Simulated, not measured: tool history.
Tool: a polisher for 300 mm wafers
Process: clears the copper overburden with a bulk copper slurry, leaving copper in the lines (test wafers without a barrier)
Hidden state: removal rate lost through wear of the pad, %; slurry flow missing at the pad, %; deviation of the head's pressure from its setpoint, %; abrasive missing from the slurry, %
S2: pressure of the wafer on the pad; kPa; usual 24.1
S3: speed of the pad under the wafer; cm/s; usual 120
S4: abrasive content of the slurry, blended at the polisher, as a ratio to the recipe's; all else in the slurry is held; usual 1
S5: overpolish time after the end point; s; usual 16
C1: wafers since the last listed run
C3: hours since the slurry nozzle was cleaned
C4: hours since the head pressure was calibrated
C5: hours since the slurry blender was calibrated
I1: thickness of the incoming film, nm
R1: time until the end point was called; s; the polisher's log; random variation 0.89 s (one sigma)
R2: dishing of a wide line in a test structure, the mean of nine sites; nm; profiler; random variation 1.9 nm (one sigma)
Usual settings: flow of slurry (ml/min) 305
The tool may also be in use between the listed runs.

Run 1, day 0: usual settings; C1 0; wafers polished on this pad 1539; C3 110.5; C4 73.5; C5 21.9; I1 609.9. Result: R1 53.1 s, R2 85.2 nm.
Run 2, day 2.029: usual settings; C1 544; wafers polished on this pad 2083; C3 159.2; C4 122.2; C5 70.6; I1 619.8. Result: R1 55.9 s, R2 85 nm.
Run 3, day 3.842: usual settings; C1 486; wafers polished on this pad 2570; C3 202.7; C4 165.7; C5 114.1; I1 619.5. Result: R1 56.8 s, R2 83.8 nm.
At day 5.425: worn pad replaced by a new one.
Run 4, day 6.092: usual settings; C1 558; wafers polished on this pad 178; C3 256.7; C4 219.7; C5 168.1; I1 617.2. Result: R1 50.5 s, R2 91.2 nm.
At day 9.729: slurry nozzle cleaned.
Run 5, day 9.742: usual settings; C1 968; wafers polished on this pad 1146; C3 0.3; C4 307.3; C5 255.7; I1 628.9. Result: R1 57.7 s, R2 86.1 nm.
Run 6, day 13.779: usual settings; C1 1083; wafers polished on this pad 2230; C3 97.2; C4 404.2; C5 352.6; I1 611.8. Result: R1 58.7 s, R2 80.1 nm.
Run 7, day 18.121: usual settings but S2 20.7 kPa, S3 100 cm/s; C1 1164; wafers polished on this pad 3395; C3 201.4; C4 508.4; C5 456.8; I1 627.9. Result: R1 88.8 s, R2 63.6 nm.
At day 18.912: slurry blender recalibrated.
At day 19.425: worn pad replaced by a new one.
Run 8, day 19.779: usual settings; C1 377; wafers polished on this pad 95; C3 241.2; C4 548.2; C5 20.8; I1 623.3. Result: R1 50.6 s, R2 90.7 nm.
Run 9, day 21.588: usual settings; C1 485; wafers polished on this pad 580; C3 284.6; C4 591.6; C5 64.2; I1 624. Result: R1 53.6 s, R2 85.7 nm.
At day 24.325: slurry nozzle cleaned.
Run 10, day 25.525: usual settings but flow of slurry (ml/min) 400, S3 100 cm/s, S5 21 s; C1 1045; wafers polished on this pad 1625; C3 28.8; C4 686.1; C5 158.7; I1 630.2. Result: R1 63.8 s, R2 90.4 nm.
Run 11, day 31.65: usual settings; C1 1643; wafers polished on this pad 3269; C3 175.8; C4 833.1; C5 305.7; I1 627.1. Result: R1 60.7 s, R2 79.7 nm.
At day 33.404: worn pad replaced by a new one.
Run 12, day 33.425: usual settings but S2 20 kPa; C1 431; wafers polished on this pad 5; C3 218.4; C4 875.7; C5 348.3; I1 620.6. Result: R1 61.8 s, R2 72.5 nm.
Run 13, day 36.35: usual settings but S5 21 s; C1 784; wafers polished on this pad 790; C3 288.6; C4 945.9; C5 418.5; I1 631. Result: R1 60.5 s, R2 96.5 nm.
At day 38.717: slurry blender recalibrated.
At day 39.425: slurry nozzle cleaned.
Run 14, day 40.067: usual settings but S5 8 s; C1 963; wafers polished on this pad 1753; C3 15.4; C4 1035.1; C5 32.4; I1 624.6. Result: R1 54.9 s, R2 54.9 nm.
At day 42.912: head pressure recalibrated.
Run 15, day 44.062: usual settings but S2 19.3 kPa, S5 10 s; C1 1049; wafers polished on this pad 2803; C3 111.3; C4 27.6; C5 128.3; I1 621.3. Result: R1 68.6 s, R2 51.2 nm.
At day 47.225: worn pad replaced by a new one.
Run 16, day 47.796: usual settings but S2 20 kPa, S5 12 s; C1 956; wafers polished on this pad 152; C3 200.9; C4 117.2; C5 217.9; I1 610.1. Result: R1 59.7 s, R2 64.7 nm.
Run 17, day 51.621: usual settings; C1 1026; wafers polished on this pad 1179; C3 292.7; C4 209; C5 309.7; I1 611. Result: R1 56.5 s, R2 84.2 nm.
At day 54.096: slurry nozzle cleaned.
At day 54.442: slurry blender recalibrated.
At day 60.867: worn pad replaced by a new one.
Run 18, day 62.342: usual settings but flow of slurry (ml/min) 235, S5 11 s; C1 2798; wafers polished on this pad 396; C3 197.9; C4 466.3; C5 189.6; I1 624.4. Result: R1 53.9 s, R2 68.7 nm.

What the log doesn't show, run by run:
slurry flow missing at the pad, %: 0 in every run
deviation of the head's pressure from its setpoint, %: 0 in every run
H1: removal rate lost through wear of the pad, %
H2: abrasive missing from the slurry, %
run     H1     H2
  1   11.8   3.26
  2   12.9    4.1
  3   13.6    5.6
  4   2.84   8.44
  5   9.13   15.4
  6   11.9   26.4
  7     13   42.1
  8   3.65  0.238
  9   7.74  0.927
 10   12.3   4.86
 11   14.6   17.6
 12  0.547   22.8
 13    6.9   32.8
 14   10.6   3.28
 15   12.1   6.15
 16   1.78   11.9
 17    8.4     21
 18   4.68   8.92
